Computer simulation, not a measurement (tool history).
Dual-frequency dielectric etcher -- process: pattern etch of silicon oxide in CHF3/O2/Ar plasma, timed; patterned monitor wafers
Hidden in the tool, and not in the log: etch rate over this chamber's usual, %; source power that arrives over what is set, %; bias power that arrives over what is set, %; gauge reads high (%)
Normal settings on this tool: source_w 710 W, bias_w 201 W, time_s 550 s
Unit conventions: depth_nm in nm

run    hour  source_w  bias_w  time_s  wafers since the last listed run  hours since the last wet clean  hours since the last source power generator calibration  hours since the last bias power generator calibration  hours since the last upper electrode change  hours since the gauge calibration  read-back reference wafer on the same gauge, depth_nm  depth_nm
  1       0       710     184     550                                 0                           274.9                                                   2864.8                                                    0.5                                         93.8                             1458.1                                                 1429.5      1164
  2      42       710     201     550                               140                           316.9                                                   2906.8                                                   42.5                                        135.8                             1500.1                                                 1428.6    1190.3
  3   142.3       710     201     550                               334                           417.2                                                   3007.1                                                  142.8                                        236.1                             1600.4                                                   1430    1175.5
  4   185.7       710     201     550                               144                           460.6                                                   3050.5                                                  186.2                                        279.5                             1643.8                                                   1430    1178.5
      208.9  -- source power generator calibrated
  5   277.5       710     201     550                               292                           552.4                                                     68.6                                                    278                                        371.3                             1735.6                                                 1429.1    1170.4
  6   373.5       710     201     550                               320                           648.4                                                    164.6                                                    374                                        467.3                             1831.6                                                 1429.7    1166.4
      438.7  -- wet clean of the chamber
  7   448.9       710     160     550                               171                            10.2                                                      240                                                  449.4                                        542.7                               1907                                                 1429.8    1131.9
      478.6  -- gauge calibrated
  8   532.9       610     201     446                               280                            94.2                                                      324                                                  533.4                                        626.7                               54.3                                                 1429.9     929.5
  9     626       610     201     446                               310                           187.3                                                    417.1                                                  626.5                                        719.8                              147.4                                                 1430.1     927.8
 10     733       710     229   414.5                               357                           294.3                                                    524.1                                                  733.5                                        826.8                              254.4                                                 1430.9     931.2
 11   798.9       590     218   486.5                               219                           360.2                                                      590                                                  799.4                                        892.7                              320.3                                                 1428.1    1010.4
 12   873.3       710     236     550                               248                           434.6                                                    664.4                                                  873.8                                        967.1                              394.7                                                 1429.5    1240.8
 13   934.1       710     201     550                               202                           495.4                                                    725.2                                                  934.6                                       1027.9                              455.5                                                 1431.4    1182.2
 14     983       590     165     644                               163                           544.3                                                    774.1                                                  983.5                                       1076.8                              504.4                                                 1429.6    1204.4
 15  1083.4       530     172     550                               335                           644.7                                                    874.5                                                 1083.9                                       1177.2                              604.8                                                 1430.5    1006.1
     1155.2  -- wet clean of the chamber
 16  1155.7       710     181     410                               161                             0.5                                                    946.8                                                 1156.2                                       1249.5                              677.1                                                 1429.1     859.9
 17  1188.8       710     201     550                               110                            33.6                                                    979.9                                                 1189.3                                       1282.6                              710.2                                                 1429.6      1190
 18  1235.4       710     201     550                               155                            80.2                                                   1026.5                                                 1235.9                                       1329.2                              756.8                                                 1430.3    1189.3
 19  1314.4       660     218   681.5                               263                           159.2                                                   1105.5                                                 1314.9                                       1408.2                              835.8                                                 1430.1      1478
 20  1353.2       610     162   459.5                               129                             198                                                   1144.3                                                 1353.7                                         1447                              874.6                                                   1430     873.8

Run 21 is up next; what results do you expect?
 21  1456.7       770     223     550                               345                           301.5                                                   1247.8                                                 1457.2                                       1550.5                              978.1                                                      ?         ?

read-back reference wafer on the same gauge, depth_nm: 1430.1
depth_nm: 1254.3 nm
Minus the tool's unlogged condition, the same run would have read depth_nm 1288.9 nm.
